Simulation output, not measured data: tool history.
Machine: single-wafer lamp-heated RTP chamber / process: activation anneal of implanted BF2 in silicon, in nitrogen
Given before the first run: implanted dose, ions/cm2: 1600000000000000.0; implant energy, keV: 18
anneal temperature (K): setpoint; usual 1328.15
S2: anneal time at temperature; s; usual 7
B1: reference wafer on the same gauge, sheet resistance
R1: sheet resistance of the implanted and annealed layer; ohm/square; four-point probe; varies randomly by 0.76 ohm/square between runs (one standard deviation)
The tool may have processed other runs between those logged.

run 1 day=0.000 | anneal_temperature_(K)=1328.15 S2=8 | B1=146.88 | R1=140.82
run 2 day=0.383 | anneal_temperature_(K)=1328.15 S2=8 | B1=146.88 | R1=140.87
-- day=0.904 reflector plate cleaned
run 3 day=0.933 | anneal_temperature_(K)=1328.15 S2=7 | B1=147.05 | R1=147.27
run 4 day=1.425 | anneal_temperature_(K)=1328.15 S2=7 | B1=146.87 | R1=146.78
run 5 day=2.058 | anneal_temperature_(K)=1343.15 S2=7 | B1=147.26 | R1=133.54
run 6 day=2.500 | anneal_temperature_(K)=1343.15 S2=7 | B1=146.92 | R1=131.37
run 7 day=2.979 | anneal_temperature_(K)=1328.15 S2=7 | B1=147.05 | R1=146.04
run 8 day=3.638 | anneal_temperature_(K)=1308.15 S2=7 | B1=147.04 | R1=165.74
run 9 day=4.292 | anneal_temperature_(K)=1328.15 S2=7 | B1=146.98 | R1=142.63
run 10 day=5.912 | anneal_temperature_(K)=1328.15 S2=7 | B1=146.94 | R1=142.83
run 11 day=6.275 | anneal_temperature_(K)=1328.15 S2=7 | B1=146.91 | R1=141.84
run 12 day=6.900 | anneal_temperature_(K)=1301.15 S2=4 | B1=146.97 | R1=187.26
-- day=6.988 gauge calibrated
-- day=7.338 pyrometer window cleaned and pyrometer calibrated
run 13 day=7.546 | anneal_temperature_(K)=1328.15 S2=4 | B1=146.86 | R1=162.63
run 14 day=8.146 | anneal_temperature_(K)=1328.15 S2=7 | B1=147.10 | R1=147.26
run 15 day=8.858 | anneal_temperature_(K)=1328.15 S2=7 | B1=147.17 | R1=147.02
-- day=9.621 reflector plate cleaned
run 16 day=9.642 | anneal_temperature_(K)=1352.15 S2=10 | B1=146.99 | R1=119.09
run 17 day=9.975 | anneal_temperature_(K)=1328.15 S2=6 | B1=147.12 | R1=153.32
run 18 day=10.383 | anneal_temperature_(K)=1328.15 S2=9 | B1=147.09 | R1=140.80
run 19 day=10.833 | anneal_temperature_(K)=1343.15 S2=7 | B1=146.88 | R1=133.20
run 20 day=11.562 | anneal_temperature_(K)=1347.15 S2=10 | B1=146.96 | R1=120.94
run 21 day=12.146 | anneal_temperature_(K)=1301.15 S2=6 | B1=147.02 | R1=181.22
run 22 day=12.612 | anneal_temperature_(K)=1303.15 S2=7 | B1=147.09 | R1=173.75
run 23 day=13.188 | anneal_temperature_(K)=1328.15 S2=7 | B1=147.13 | R1=145.65

What if the next run were any one of these 4? Each begins from the tool's condition after run 23:
run A day=13.204 | anneal_temperature_(K)=1328.15 S2=7 | B1=? | R1=?
run B day=13.204 | anneal_temperature_(K)=1328.15 S2=5 | B1=? | R1=?
run C day=13.204 | anneal_temperature_(K)=1351.15 S2=6 | B1=? | R1=?
run D day=13.204 | anneal_temperature_(K)=1317.15 S2=7 | B1=? | R1=?

run=A B1=147.09 R1=145.32
run=B B1=147.09 R1=154.64
run=C B1=147.09 R1=129.14
run=D B1=147.09 R1=156.29
Without the tool's hidden state the same runs would have given:
run=A R1=150.97
run=B R1=160.68
run=C R1=134.07
run=D R1=162.79

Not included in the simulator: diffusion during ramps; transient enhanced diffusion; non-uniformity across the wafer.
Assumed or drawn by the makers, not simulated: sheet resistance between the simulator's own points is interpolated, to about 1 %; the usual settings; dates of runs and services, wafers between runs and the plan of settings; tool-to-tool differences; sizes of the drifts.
